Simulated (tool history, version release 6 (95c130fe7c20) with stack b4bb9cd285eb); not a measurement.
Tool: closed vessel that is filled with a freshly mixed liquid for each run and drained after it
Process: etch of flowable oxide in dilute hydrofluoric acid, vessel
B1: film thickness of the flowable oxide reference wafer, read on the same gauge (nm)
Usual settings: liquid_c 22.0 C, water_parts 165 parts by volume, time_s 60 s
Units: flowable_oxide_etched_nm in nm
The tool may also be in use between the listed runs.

run 1 day=0.000 | liquid_c=22.0 water_parts=165 time_s=60 | B1=80.01 | flowable_oxide_etched_nm=12.91
run 2 day=0.871 | liquid_c=22.0 water_parts=165 time_s=65 | B1=80.01 | flowable_oxide_etched_nm=14.14
run 3 day=1.954 | liquid_c=22.0 water_parts=165 time_s=65 | B1=80.01 | flowable_oxide_etched_nm=14.09
run 4 day=3.038 | liquid_c=22.0 water_parts=165 time_s=60 | B1=80.02 | flowable_oxide_etched_nm=12.96
run 5 day=3.975 | liquid_c=22.0 water_parts=165 time_s=60 | B1=80.01 | flowable_oxide_etched_nm=12.82
run 6 day=5.121 | liquid_c=22.0 water_parts=165 time_s=60 | B1=80.00 | flowable_oxide_etched_nm=12.94
run 7 day=6.254 | liquid_c=22.0 water_parts=165 time_s=60 | B1=80.00 | flowable_oxide_etched_nm=13.07
run 8 day=9.308 | liquid_c=20.5 water_parts=165 time_s=60 | B1=80.04 | flowable_oxide_etched_nm=11.99
run 9 day=13.254 | liquid_c=20.5 water_parts=165 time_s=60 | B1=79.99 | flowable_oxide_etched_nm=12.09
run 10 day=14.142 | liquid_c=22.0 water_parts=165 time_s=60 | B1=79.98 | flowable_oxide_etched_nm=12.78
run 11 day=14.692 | liquid_c=22.0 water_parts=215 time_s=60 | B1=80.00 | flowable_oxide_etched_nm=9.25
run 12 day=15.538 | liquid_c=22.0 water_parts=215 time_s=60 | B1=79.97 | flowable_oxide_etched_nm=9.36
run 13 day=16.808 | liquid_c=22.0 water_parts=215 time_s=60 | B1=80.01 | flowable_oxide_etched_nm=9.37
run 14 day=17.379 | liquid_c=22.0 water_parts=165 time_s=60 | B1=80.02 | flowable_oxide_etched_nm=12.70
run 15 day=18.450 | liquid_c=20.5 water_parts=165 time_s=75 | B1=80.00 | flowable_oxide_etched_nm=15.02
run 16 day=19.925 | liquid_c=19.5 water_parts=220 time_s=45 | B1=79.97 | flowable_oxide_etched_nm=6.14
run 17 day=22.367 | liquid_c=22.0 water_parts=165 time_s=60 | B1=80.00 | flowable_oxide_etched_nm=12.74
run 18 day=23.158 | liquid_c=17.5 water_parts=245 time_s=85 | B1=80.00 | flowable_oxide_etched_nm=9.44
run 19 day=23.671 | liquid_c=20.0 water_parts=235 time_s=90 | B1=79.99 | flowable_oxide_etched_nm=11.63
-- day=24.104 hydrofluoric acid flow meter replaced
run 20 day=24.546 | liquid_c=22.0 water_parts=140 time_s=60 | B1=80.00 | flowable_oxide_etched_nm=15.37
-- day=24.954 thermometer replaced
-- day=25.425 gauge calibrated
run 21 day=25.904 | liquid_c=18.5 water_parts=215 time_s=90 | B1=80.05 | flowable_oxide_etched_nm=11.73
run 22 day=26.550 | liquid_c=18.0 water_parts=125 time_s=80 | B1=79.99 | flowable_oxide_etched_nm=18.74
run 23 day=27.500 | liquid_c=22.0 water_parts=165 time_s=60 | B1=79.99 | flowable_oxide_etched_nm=12.06
run 24 day=31.204 | liquid_c=22.0 water_parts=90 time_s=75 | B1=80.01 | flowable_oxide_etched_nm=30.34
run 25 day=32.033 | liquid_c=22.0 water_parts=210 time_s=60 | B1=80.03 | flowable_oxide_etched_nm=9.17
-- day=33.738 thermometer replaced, repeated, since the last time left the tool worse
run 26 day=35.146 | liquid_c=22.0 water_parts=165 time_s=60 | B1=80.05 | flowable_oxide_etched_nm=13.49
run 27 day=36.042 | liquid_c=22.0 water_parts=165 time_s=60 | B1=79.98 | flowable_oxide_etched_nm=13.67
run 28 day=36.896 | liquid_c=19.0 water_parts=145 time_s=95 | B1=80.02 | flowable_oxide_etched_nm=22.04
run 29 day=37.821 | liquid_c=22.0 water_parts=165 time_s=60 | B1=79.97 | flowable_oxide_etched_nm=13.54

4 ways to go on from here, each from the tool as it stands after run 29. What would each give?
run A day=37.850 | liquid_c=24.0 water_parts=165 time_s=60 | B1=? | flowable_oxide_etched_nm=?
run B day=37.850 | liquid_c=24.5 water_parts=135 time_s=30 | B1=? | flowable_oxide_etched_nm=?
run C day=37.850 | liquid_c=19.5 water_parts=100 time_s=60 | B1=? | flowable_oxide_etched_nm=?
run D day=37.850 | liquid_c=25.0 water_parts=165 time_s=80 | B1=? | flowable_oxide_etched_nm=?

run=A B1=80.00 flowable_oxide_etched_nm=14.83
run=B B1=80.00 flowable_oxide_etched_nm=9.56
run=C B1=80.00 flowable_oxide_etched_nm=22.00
run=D B1=80.00 flowable_oxide_etched_nm=20.54
Without the tool's hidden state the same runs would have given:
run=A flowable_oxide_etched_nm=14.98
run=B flowable_oxide_etched_nm=9.66
run=C flowable_oxide_etched_nm=22.23
run=D flowable_oxide_etched_nm=20.73

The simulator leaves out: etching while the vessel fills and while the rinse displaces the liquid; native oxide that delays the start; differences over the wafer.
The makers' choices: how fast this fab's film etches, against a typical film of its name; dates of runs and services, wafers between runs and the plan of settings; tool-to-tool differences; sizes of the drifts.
